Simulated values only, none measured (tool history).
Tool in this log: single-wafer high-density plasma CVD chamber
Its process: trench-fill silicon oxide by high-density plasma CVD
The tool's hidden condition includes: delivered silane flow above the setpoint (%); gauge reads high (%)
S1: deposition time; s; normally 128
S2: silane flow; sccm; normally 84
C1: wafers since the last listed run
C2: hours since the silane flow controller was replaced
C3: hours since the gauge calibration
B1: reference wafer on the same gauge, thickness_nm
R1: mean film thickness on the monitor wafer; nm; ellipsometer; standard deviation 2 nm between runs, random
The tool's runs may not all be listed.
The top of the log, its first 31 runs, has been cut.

| run | hour | S1 | S2 | C1 | C2 | C3 | B1 | R1 |
|---|---|---|---|---|---|---|---|---|
| 32 | 436.7 | 128 | 74 | 557 | 238.7 | 430.5 | 1200.365 | 944.110 |
| 33 | 446.9 | 106 | 84 | 120 | 248.9 | 440.7 | 1200.192 | 886.181 |
| 34 | 458.3 | 110 | 88 | 134 | 260.3 | 452.1 | 1199.756 | 964.838 |
| 35 | 474.0 | 147 | 84 | 185 | 276.0 | 467.8 | 1199.795 | 1228.137 |
| 36 | 483.2 | 128 | 84 | 108 | 285.2 | 477.0 | 1200.249 | 1074.433 |
| 37 | 497.2 | 128 | 84 | 165 | 299.2 | 491.0 | 1200.464 | 1070.968 |
|  | 513.1 | gauge calibrated |
| 38 | 513.8 | 128 | 84 | 196 | 315.8 | 0.7 | 1200.360 | 1071.900 |
| 39 | 527.4 | 141 | 100 | 160 | 329.4 | 14.3 | 1200.171 | 1395.018 |
| 40 | 545.3 | 111 | 84 | 211 | 347.3 | 32.2 | 1199.486 | 932.956 |
| 41 | 551.4 | 111 | 91 | 72 | 353.4 | 38.3 | 1199.569 | 1004.586 |
| 42 | 599.8 | 151 | 84 | 571 | 401.8 | 86.7 | 1199.926 | 1266.594 |
| 43 | 607.2 | 146 | 75 | 87 | 409.2 | 94.1 | 1199.581 | 1094.643 |
| 44 | 625.1 | 128 | 84 | 211 | 427.1 | 112.0 | 1200.302 | 1073.845 |
| 45 | 636.4 | 128 | 84 | 133 | 438.4 | 123.3 | 1200.861 | 1073.500 |
| 46 | 653.0 | 128 | 88 | 196 | 455.0 | 139.9 | 1200.643 | 1122.243 |

3 options for the next run, each taken on its own from the tool as it stands now. Forecast them:
| A | 653.4 | 128 | 79 | 4 | 455.4 | 140.3 | ? | ? |
| B | 653.4 | 128 | 91 | 4 | 455.4 | 140.3 | ? | ? |
| C | 653.4 | 150 | 90 | 4 | 455.4 | 140.3 | ? | ? |

| run | B1 | R1 |
|---|---|---|
| A | 1199.898 | 1006.137 |
| B | 1199.898 | 1154.564 |
| C | 1199.898 | 1338.510 |
The same runs, with their run-to-run variation unchanged, on a tool lacking any hidden condition would have given:
| run | R1 |
|---|---|
| A | 1005.660 |
| B | 1154.017 |
| C | 1337.876 |
